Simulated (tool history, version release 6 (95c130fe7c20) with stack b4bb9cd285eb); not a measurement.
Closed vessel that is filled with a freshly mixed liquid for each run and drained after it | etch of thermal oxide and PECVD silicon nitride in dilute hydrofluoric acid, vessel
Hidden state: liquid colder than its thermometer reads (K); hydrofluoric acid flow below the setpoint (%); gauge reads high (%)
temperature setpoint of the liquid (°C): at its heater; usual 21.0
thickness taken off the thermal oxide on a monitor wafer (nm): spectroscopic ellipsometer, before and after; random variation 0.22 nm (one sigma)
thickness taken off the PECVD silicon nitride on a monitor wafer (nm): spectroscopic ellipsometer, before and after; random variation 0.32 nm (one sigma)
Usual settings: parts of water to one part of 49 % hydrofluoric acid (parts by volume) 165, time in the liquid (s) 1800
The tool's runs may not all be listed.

run     day  temperature setpoint of the liquid (°C)  parts of water to one part of 49 % hydrofluoric acid (parts by volume)  time in the liquid (s)  wafers since the last listed run  hours since the thermometer was replaced  hours since the hydrofluoric acid flow meter was replaced  hours since the gauge calibration  read-back film thickness of the thermal oxide reference wafer, read on the same gauge (nm)  read-back film thickness of the PECVD silicon nitride reference wafer, read on the same gauge (nm)  thickness taken off the thermal oxide on a monitor wafer (nm)  thickness taken off the PECVD silicon nitride on a monitor wafer (nm)
  1   0.000                                     21.0                                                                     195                    1800                                 0                                    1722.4                                                     1539.3                              170.1                                                                                      119.96                                                                                               60.03                                                          35.99                                                                  42.67
  2   0.712                                     21.0                                                                     195                    1800                               628                                    1739.5                                                     1556.4                              187.2                                                                                      120.01                                                                                               59.98                                                          36.45                                                                  42.49
  3   2.204                                     21.0                                                                     185                    1800                              1314                                    1775.3                                                     1592.2                              223.0                                                                                      120.01                                                                                               59.98                                                          38.48                                                                  44.77
  4   3.329                                     21.0                                                                     185                    1800                               991                                    1802.3                                                     1619.2                              250.0                                                                                      120.01                                                                                               60.01                                                          38.63                                                                  44.64
  5   3.938                                     21.0                                                                     165                    2640                               536                                    1816.9                                                     1633.8                              264.6                                                                                      119.99                                                                                               59.98                                                          64.92                                                                  73.12
      4.021  -- gauge calibrated
  6   4.742                                     21.0                                                                     165                    2640                               708                                    1836.2                                                     1653.1                               17.3                                                                                      120.01                                                                                               60.05                                                          64.56                                                                  74.05
  7   5.454                                     21.0                                                                     165                    1800                               628                                    1853.3                                                     1670.2                               34.4                                                                                      120.00                                                                                               60.01                                                          44.10                                                                  50.49
  8   6.088                                     21.0                                                                     165                    1800                               558                                    1868.5                                                     1685.4                               49.6                                                                                      120.00                                                                                               59.97                                                          44.35                                                                  50.06
  9   7.088                                     21.0                                                                     165                    1800                               881                                    1892.5                                                     1709.4                               73.6                                                                                      119.97                                                                                               59.99                                                          44.22                                                                  49.84
 10   7.817                                     21.0                                                                     165                    1800                               642                                    1910.0                                                     1726.9                               91.1                                                                                      120.01                                                                                               60.01                                                          44.29                                                                  49.92
 11   8.650                                     19.5                                                                     165                    2265                               734                                    1930.0                                                     1746.9                              111.1                                                                                      120.01                                                                                               60.04                                                          52.06                                                                  56.87
 12   9.671                                     26.0                                                                     210                    2130                               899                                    1954.5                                                     1771.4                              135.6                                                                                      119.97                                                                                               59.96                                                          46.85                                                                  64.02
 13  10.946                                     25.0                                                                     200                    2790                              1123                                    1985.1                                                     1802.0                              166.2                                                                                      120.00                                                                                               60.00                                                          62.65                                                                  83.07
 14  12.096                                     21.0                                                                     165                    1800                              1013                                    2012.7                                                     1829.6                              193.8                                                                                      120.01                                                                                               60.02                                                          44.21                                                                  49.95
     12.671  -- hydrofluoric acid flow meter replaced
 15  13.429                                     19.0                                                                     165                    1015                              1138                                    2044.7                                                       18.2                              225.8                                                                                      120.04                                                                                               60.05                                                          22.77                                                                  24.40
     13.983  -- thermometer replaced
     14.200  -- gauge calibrated
 16  14.562                                     21.0                                                                     165                    1800                               962                                      13.9                                                       45.4                                8.7                                                                                      120.01                                                                                               60.02                                                          43.96                                                                  49.36
 17  15.329                                     25.0                                                                     140                    2675                               675                                      32.3                                                       63.8                               27.1                                                                                      120.00                                                                                               60.00                                                          92.62                                                                 113.69
 18  16.712                                     21.0                                                                     165                     990                              1219                                      65.5                                                       97.0                               60.3                                                                                      119.99                                                                                               59.99                                                          24.06                                                                  27.54
 19  17.700                                     21.0                                                                     165                    1800                               870                                      89.2                                                      120.7                               84.0                                                                                      119.99                                                                                               59.98                                                          44.15                                                                  49.80
 20  18.475                                     21.0                                                                     165                    1800                               683                                     107.8                                                      139.3                              102.6                                                                                      119.98                                                                                               60.00                                                          44.02                                                                  49.81

Hidden state at the last listed run before each entry between runs and at the first one after, where it differs:
Between runs 5 and 6: gauge calibrated (day 4.021)
  no hidden state differs between the two runs
Between runs 14 and 15: hydrofluoric acid flow meter replaced (day 12.671)
  no hidden state differs between the two runs
Between runs 15 and 16: thermometer replaced (day 13.983); gauge calibrated (day 14.200)
  no hidden state differs between the two runs

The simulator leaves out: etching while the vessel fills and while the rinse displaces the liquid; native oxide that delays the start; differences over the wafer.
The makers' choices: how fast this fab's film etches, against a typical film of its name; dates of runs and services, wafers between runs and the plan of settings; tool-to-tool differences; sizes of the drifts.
